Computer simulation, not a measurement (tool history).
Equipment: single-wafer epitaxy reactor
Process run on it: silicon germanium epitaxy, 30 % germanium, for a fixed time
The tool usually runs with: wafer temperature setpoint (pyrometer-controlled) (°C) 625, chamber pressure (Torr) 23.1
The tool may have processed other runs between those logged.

run,hour,wafer temperature setpoint (pyrometer-controlled) (°C),chamber pressure (Torr),"read-back reference wafer on the same gauge, thickness_nm",mean film thickness on the monitor wafer (angstrom)
1,0,625,23.1,105.98,1027.59
2,40.5,625,23.1,106.055,1025.36
3,88.9,625,23.1,106.091,1029.09
4,147.1,636,23.1,106.138,1219.12
5,216.2,625,23.1,105.919,1035.25
6,252,625,23.1,105.933,1036.58
7,281.5,625,25.1,106.179,1075.43
8,344.7,625,21.3,106.069,994.71
9,376.8,625,21.3,105.988,1003.49
10,429.4,625,21.4,106.105,1003.9
11,496,625,21.4,105.912,1006.44
# hour 525.1: capacitance manometer re-zeroed and calibrated
# hour 549: gauge calibrated
12,565.3,625,21.4,106.049,986.39
# hour 610.3: showerhead replaced, of another model than before
13,610.8,625,23.1,106.029,1024.47
14,650.5,638,21.6,105.954,1212.9
15,706.4,612,18.7,105.891,791.36
16,765.8,625,23.1,106.078,1023.62
17,830.7,618,23.1,106.048,915.25
18,858.3,638,23.1,106.069,1238.3
# hour 910.5: pyrometer calibrated
19,927.9,638,20.1,105.932,1191.54
20,971.7,639,23.1,106.053,1259.64
21,1007,639,25.5,105.942,1299.21
22,1058.7,625,23.1,106.016,1024.33
23,1100.9,613,27.2,105.958,896.01
24,1162.5,625,27.7,106.133,1081.78
25,1201,630,18.5,106.101,1034.77

Alternative continuations, all from the tool just after run 25; predict every row:
A,1201.4,625,23.1,?,?
B,1201.4,616,17.6,?,?
C,1201.4,610,19.3,?,?

run,"read-back reference wafer on the same gauge, thickness_nm",mean film thickness on the monitor wafer (angstrom)
A,106.146,1023.55
B,106.146,826.51
C,106.146,771.94
Without the tool's unlogged condition, the same runs would have read:
run,mean film thickness on the monitor wafer (angstrom)
A,1020.01
B,823.66
C,769.28
